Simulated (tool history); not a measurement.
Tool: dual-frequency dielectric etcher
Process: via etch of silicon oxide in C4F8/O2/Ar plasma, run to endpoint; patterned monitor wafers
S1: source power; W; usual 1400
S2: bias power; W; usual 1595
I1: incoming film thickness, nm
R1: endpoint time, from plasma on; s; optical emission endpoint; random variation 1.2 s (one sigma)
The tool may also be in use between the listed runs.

run,day,S1,S2,I1,R1
1,0.000,1640,1595,1467.8,362.6
2,1.088,1640,1595,1460.0,357.0
3,2.004,1400,1595,1465.9,382.6
4,3.500,1400,1595,1457.6,378.8
5,4.354,1400,1595,1463.7,379.0
6,5.204,1530,1595,1465.8,367.7
# day 6.421: upper electrode replaced
7,6.442,1530,1595,1452.4,365.8
8,6.604,1400,1595,1483.2,383.9
9,7.204,1400,1595,1456.0,376.7
10,7.712,1400,1354,1476.1,397.4
# day 9.117: wet clean of the chamber
11,9.167,1400,1354,1452.6,395.8
12,10.083,1400,1595,1486.5,391.7
13,10.842,1400,1595,1459.1,383.1
14,12.212,1400,1595,1450.5,380.6
15,13.388,1400,1311,1453.4,394.3
# day 13.921: bias power generator calibrated
16,14.783,1400,1595,1447.3,376.9
17,16.079,1210,1955,1472.5,386.9
18,17.042,1690,1337,1456.3,366.7
19,18.062,1650,1595,1448.3,354.9
20,19.196,1310,1318,1457.6,406.0
21,20.550,1400,1595,1458.7,378.3
22,21.950,1400,1595,1458.5,374.9
23,22.529,1200,1850,1455.2,387.6
24,23.100,1630,1764,1458.6,349.6
25,24.396,1300,1595,1453.2,386.0
# day 24.592: source power generator calibrated
26,25.150,1610,1595,1453.2,356.8
27,26.112,1400,1595,1462.7,380.0
# day 27.496: wet clean of the chamber
28,27.517,1400,1595,1450.4,379.1
29,27.729,1630,1329,1471.7,375.8
30,28.283,1510,1848,1455.4,360.3
31,29.508,1730,1840,1456.1,339.6
32,30.642,1240,1919,1456.3,383.6
33,33.721,1740,1267,1461.7,368.6
34,35.662,1150,1886,1463.0,394.8
35,36.233,1150,1283,1448.5,426.3
36,37.200,1260,1722,1457.7,386.4

Hidden state or all else? Some run-to-run changes of R1, split into what the settings, what came in and random variation would give without the hidden state, and what is left for the hidden state (with any gauge scatter that isn't in both results):
The hidden state here: etch rate over this chamber's usual, %; source power that arrives over what is set, %; bias power that arrives over what is set, %.
Run 10 -> 11: wet clean of the chamber. R1 -1.6 s: hidden state +7.3, all else -8.9.
Run 19 -> 20: S1 1650 -> 1310, S2 1595 -> 1318. R1 +51.1 s: hidden state -1.1, all else +52.2.
Run 27 -> 28: wet clean of the chamber. R1 -0.9 s: hidden state +6.7, all else -7.6.
Run 31 -> 32: S1 1730 -> 1240, S2 1840 -> 1919. R1 +44.0 s: hidden state -0.8, all else +44.8.
Run 32 -> 33: S1 1240 -> 1740, S2 1919 -> 1267. R1 -15.0 s: hidden state -1.3, all else -13.7.
Run 35 -> 36: S1 1150 -> 1260, S2 1283 -> 1722. R1 -39.9 s: hidden state +0.2, all else -40.1.
